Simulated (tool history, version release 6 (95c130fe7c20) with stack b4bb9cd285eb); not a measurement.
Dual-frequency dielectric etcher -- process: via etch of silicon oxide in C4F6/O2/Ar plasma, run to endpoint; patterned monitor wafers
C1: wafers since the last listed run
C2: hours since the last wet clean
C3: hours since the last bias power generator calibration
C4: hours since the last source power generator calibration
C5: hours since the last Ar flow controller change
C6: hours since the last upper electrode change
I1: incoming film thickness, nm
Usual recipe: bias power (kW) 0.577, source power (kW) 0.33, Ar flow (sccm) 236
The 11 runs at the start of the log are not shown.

{"hour": 642.9, "done": "source power generator calibrated"}
{"run": 12, "hour": 667.9, "bias power (kW)": 0.577, "source power (kW)": 0.33, "Ar flow (sccm)": 236, "C1": 493, "C2": 306.6, "C3": 4456.3, "C4": 25, "C5": 5166.4, "C6": 536.6, "I1": 121.9, "endpoint time (s)": 29.1}
{"run": 13, "hour": 710.8, "bias power (kW)": 0.628, "source power (kW)": 0.33, "Ar flow (sccm)": 186, "C1": 481, "C2": 349.5, "C3": 4499.2, "C4": 67.9, "C5": 5209.3, "C6": 579.5, "I1": 122.3, "endpoint time (s)": 27}
{"run": 14, "hour": 752.0, "bias power (kW)": 0.52, "source power (kW)": 0.28, "Ar flow (sccm)": 255, "C1": 462, "C2": 390.7, "C3": 4540.4, "C4": 109.1, "C5": 5250.5, "C6": 620.7, "I1": 122.1, "endpoint time (s)": 34}
{"run": 15, "hour": 802.6, "bias power (kW)": 0.524, "source power (kW)": 0.27, "Ar flow (sccm)": 262, "C1": 568, "C2": 441.3, "C3": 4591, "C4": 159.7, "C5": 5301.1, "C6": 671.3, "I1": 121.9, "endpoint time (s)": 34.2}
{"run": 16, "hour": 842.9, "bias power (kW)": 0.577, "source power (kW)": 0.3, "Ar flow (sccm)": 205, "C1": 452, "C2": 481.6, "C3": 4631.3, "C4": 200, "C5": 5341.4, "C6": 711.6, "I1": 122, "endpoint time (s)": 30.2}
{"hour": 866.5, "done": "Ar flow controller replaced"}
{"hour": 906.3, "done": "wet clean of the chamber"}
{"run": 17, "hour": 906.8, "bias power (kW)": 0.577, "source power (kW)": 0.3, "Ar flow (sccm)": 194, "C1": 380, "C2": 0.5, "C3": 4695.2, "C4": 263.9, "C5": 40.3, "C6": 775.5, "I1": 123.1, "endpoint time (s)": 29.1}
{"run": 18, "hour": 910.0, "bias power (kW)": 0.577, "source power (kW)": 0.39, "Ar flow (sccm)": 220, "C1": 35, "C2": 3.7, "C3": 4698.4, "C4": 267.1, "C5": 43.5, "C6": 778.7, "I1": 122.7, "endpoint time (s)": 26.5}
{"run": 19, "hour": 966.7, "bias power (kW)": 0.577, "source power (kW)": 0.38, "Ar flow (sccm)": 287, "C1": 636, "C2": 60.4, "C3": 4755.1, "C4": 323.8, "C5": 100.2, "C6": 835.4, "I1": 123.9, "endpoint time (s)": 28.5}
{"hour": 981.3, "done": "bias power generator calibrated"}
{"run": 20, "hour": 1030.9, "bias power (kW)": 0.577, "source power (kW)": 0.33, "Ar flow (sccm)": 236, "C1": 676, "C2": 124.6, "C3": 49.6, "C4": 388, "C5": 164.4, "C6": 899.6, "I1": 122.5, "endpoint time (s)": 29.1}
{"run": 21, "hour": 1062.3, "bias power (kW)": 0.577, "source power (kW)": 0.27, "Ar flow (sccm)": 236, "C1": 352, "C2": 156, "C3": 81, "C4": 419.4, "C5": 195.8, "C6": 931, "I1": 122.5, "endpoint time (s)": 31.9}
{"run": 22, "hour": 1113.5, "bias power (kW)": 0.503, "source power (kW)": 0.33, "Ar flow (sccm)": 236, "C1": 575, "C2": 207.2, "C3": 132.2, "C4": 470.6, "C5": 247, "C6": 982.2, "I1": 122.5, "endpoint time (s)": 31.1}
{"run": 23, "hour": 1140.2, "bias power (kW)": 0.705, "source power (kW)": 0.33, "Ar flow (sccm)": 236, "C1": 299, "C2": 233.9, "C3": 158.9, "C4": 497.3, "C5": 273.7, "C6": 1008.9, "I1": 122, "endpoint time (s)": 26.3}
{"run": 24, "hour": 1175.6, "bias power (kW)": 0.666, "source power (kW)": 0.28, "Ar flow (sccm)": 236, "C1": 397, "C2": 269.3, "C3": 194.3, "C4": 532.7, "C5": 309.1, "C6": 1044.3, "I1": 122.4, "endpoint time (s)": 29.3}
{"run": 25, "hour": 1220.5, "bias power (kW)": 0.577, "source power (kW)": 0.36, "Ar flow (sccm)": 219, "C1": 504, "C2": 314.2, "C3": 239.2, "C4": 577.6, "C5": 354, "C6": 1089.2, "I1": 121.7, "endpoint time (s)": 27.5}
{"run": 26, "hour": 1253.3, "bias power (kW)": 0.577, "source power (kW)": 0.33, "Ar flow (sccm)": 236, "C1": 368, "C2": 347, "C3": 272, "C4": 610.4, "C5": 386.8, "C6": 1122, "I1": 122.5, "endpoint time (s)": 29.6}
{"run": 27, "hour": 1323.3, "bias power (kW)": 0.577, "source power (kW)": 0.33, "Ar flow (sccm)": 218, "C1": 786, "C2": 417, "C3": 342, "C4": 680.4, "C5": 456.8, "C6": 1192, "I1": 121.8, "endpoint time (s)": 28.8}
{"run": 28, "hour": 1388.5, "bias power (kW)": 0.577, "source power (kW)": 0.36, "Ar flow (sccm)": 219, "C1": 732, "C2": 482.2, "C3": 407.2, "C4": 745.6, "C5": 522, "C6": 1257.2, "I1": 122, "endpoint time (s)": 27.7}
{"run": 29, "hour": 1447.1, "bias power (kW)": 0.577, "source power (kW)": 0.33, "Ar flow (sccm)": 236, "C1": 658, "C2": 540.8, "C3": 465.8, "C4": 804.2, "C5": 580.6, "C6": 1315.8, "I1": 122.2, "endpoint time (s)": 29.3}
{"hour": 1538.6, "done": "wet clean of the chamber"}
{"run": 30, "hour": 1539.1, "bias power (kW)": 0.577, "source power (kW)": 0.33, "Ar flow (sccm)": 236, "C1": 763, "C2": 0.5, "C3": 557.8, "C4": 896.2, "C5": 672.6, "C6": 1407.8, "I1": 122.4, "endpoint time (s)": 28.7}

3 ways to go on from here, each from the tool as it stands after run 30. What would each give?
{"run": "A", "hour": 1539.5, "bias power (kW)": 0.577, "source power (kW)": 0.33, "Ar flow (sccm)": 195, "C1": 4, "C2": 0.9, "C3": 558.2, "C4": 896.6, "C5": 673, "C6": 1408.2, "I1": 123.6, "endpoint time (s)": "?"}
{"run": "B", "hour": 1539.5, "bias power (kW)": 0.577, "source power (kW)": 0.33, "Ar flow (sccm)": 194, "C1": 4, "C2": 0.9, "C3": 558.2, "C4": 896.6, "C5": 673, "C6": 1408.2, "I1": 123.6, "endpoint time (s)": "?"}
{"run": "C", "hour": 1539.5, "bias power (kW)": 0.672, "source power (kW)": 0.38, "Ar flow (sccm)": 274, "C1": 4, "C2": 0.9, "C3": 558.2, "C4": 896.6, "C5": 673, "C6": 1408.2, "I1": 123.6, "endpoint time (s)": "?"}

run=A endpoint_time_(s)=28
run=B endpoint_time_(s)=27.9
run=C endpoint_time_(s)=26
Stripped of hidden state, with their random variation kept, the same runs would have yielded:
run=A endpoint_time_(s)=28.2
run=B endpoint_time_(s)=28.1
run=C endpoint_time_(s)=26.2

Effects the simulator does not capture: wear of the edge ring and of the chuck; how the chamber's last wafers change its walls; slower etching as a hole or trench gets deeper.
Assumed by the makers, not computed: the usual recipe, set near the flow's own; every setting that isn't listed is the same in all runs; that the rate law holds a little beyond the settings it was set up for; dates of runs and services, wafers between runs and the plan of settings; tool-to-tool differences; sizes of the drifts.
